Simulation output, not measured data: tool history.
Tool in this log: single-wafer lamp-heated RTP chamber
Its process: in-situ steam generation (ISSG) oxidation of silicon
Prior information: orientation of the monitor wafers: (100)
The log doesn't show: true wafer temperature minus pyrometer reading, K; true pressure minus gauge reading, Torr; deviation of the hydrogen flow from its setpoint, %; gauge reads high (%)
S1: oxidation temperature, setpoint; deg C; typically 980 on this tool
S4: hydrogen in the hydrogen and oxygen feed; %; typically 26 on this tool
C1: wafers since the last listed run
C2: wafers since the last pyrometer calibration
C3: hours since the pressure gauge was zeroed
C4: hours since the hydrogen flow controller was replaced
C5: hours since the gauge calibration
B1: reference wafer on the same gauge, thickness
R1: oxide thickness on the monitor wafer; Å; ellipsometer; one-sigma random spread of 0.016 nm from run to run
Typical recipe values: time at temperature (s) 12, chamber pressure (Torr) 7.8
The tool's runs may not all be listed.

Run 1, day 0: usual settings; C1 0; C2 2275; C3 3736.5; C4 2367.8; C5 418.5; B1 3.583. Result: R1 42.45 Å.
Run 2, day 1.375: usual settings but chamber pressure (Torr) 9; C1 609; C2 2884; C3 3769.5; C4 2400.8; C5 451.5; B1 3.578. Result: R1 42.43 Å.
Run 3, day 2.608: usual settings; C1 546; C2 3431; C3 3799.1; C4 2430.4; C5 481.1; B1 3.574. Result: R1 42.61 Å.
At day 3.929: pyrometer window cleaned and pyrometer calibrated.
Run 4, day 4.217: usual settings; C1 564; C2 126; C3 3837.7; C4 2469; C5 519.7; B1 3.582. Result: R1 41.8 Å.
Run 5, day 5.958: usual settings; C1 771; C2 898; C3 3879.5; C4 2510.8; C5 561.5; B1 3.577. Result: R1 41.93 Å.
Run 6, day 7.962: usual settings; C1 888; C2 1786; C3 3927.6; C4 2558.9; C5 609.6; B1 3.573. Result: R1 42.21 Å.
Run 7, day 8.967: usual settings; C1 444; C2 2231; C3 3951.7; C4 2583; C5 633.7; B1 3.585. Result: R1 42.03 Å.
At day 10.012: hydrogen flow controller replaced.
Run 8, day 11.392: usual settings; C1 926; C2 3158; C3 4009.9; C4 33.1; C5 691.9; B1 3.584. Result: R1 42.58 Å.
Run 9, day 12.796: usual settings; C1 622; C2 3780; C3 4043.6; C4 66.8; C5 725.6; B1 3.579. Result: R1 42.61 Å.
At day 15.496: pyrometer window cleaned and pyrometer calibrated.
Run 10, day 15.517: usual settings but chamber pressure (Torr) 9, S4 18 %; C1 1057; C2 9; C3 4108.9; C4 132.1; C5 790.9; B1 3.577. Result: R1 37.61 Å.
Run 11, day 18.146: usual settings but S4 22 %; C1 1165; C2 1174; C3 4172; C4 195.2; C5 854; B1 3.579. Result: R1 40.13 Å.
At day 20.708: pressure gauge zeroed.
Run 12, day 20.729: usual settings but S4 22 %; C1 996; C2 2171; C3 0.5; C4 257.2; C5 916; B1 3.584. Result: R1 40.15 Å.
Run 13, day 23: usual settings; C1 1006; C2 3178; C3 55; C4 311.7; C5 970.5; B1 3.58. Result: R1 42.56 Å.
At day 23.229: gauge calibrated.
At day 24.958: pyrometer window cleaned and pyrometer calibrated.
Run 14, day 24.979: usual settings but S4 32 %; C1 729; C2 9; C3 102.5; C4 359.2; C5 42; B1 3.582. Result: R1 44.45 Å.
Run 15, day 26.188: usual settings but S4 30 %; C1 535; C2 545; C3 131.5; C4 388.2; C5 71; B1 3.575. Result: R1 43.88 Å.
Run 16, day 28.262: usual settings but S1 994 deg C, time at temperature (s) 11, chamber pressure (Torr) 6.9; C1 919; C2 1464; C3 181.3; C4 438; C5 120.8; B1 3.585. Result: R1 42.58 Å.
Run 17, day 30.558: usual settings but S1 971 deg C, time at temperature (s) 17, chamber pressure (Torr) 7.1; C1 1017; C2 2481; C3 236.4; C4 493.1; C5 175.9; B1 3.579. Result: R1 47.32 Å.
Run 18, day 33.017: usual settings but S4 20 %; C1 1089; C2 3571; C3 295.4; C4 552.1; C5 234.9; B1 3.584. Result: R1 40.12 Å.

Below, some changes in R1 between adjacent runs. For each, the amount present without the hidden state too (settings, incoming material, random variation) and the amount remaining for the hidden state with gauge scatter not shared by both compared results:
Run 3 -> 4: pyrometer window cleaned and pyrometer calibrated. R1 -0.81 Å: hidden state -1.05, all else +0.24.
Run 17 -> 18: S1 971 -> 980, time at temperature (s) 17 -> 12, chamber pressure (Torr) 7.1 -> 7.8, S4 26 -> 20. R1 -7.2 Å: hidden state +0.05, all else -7.25.

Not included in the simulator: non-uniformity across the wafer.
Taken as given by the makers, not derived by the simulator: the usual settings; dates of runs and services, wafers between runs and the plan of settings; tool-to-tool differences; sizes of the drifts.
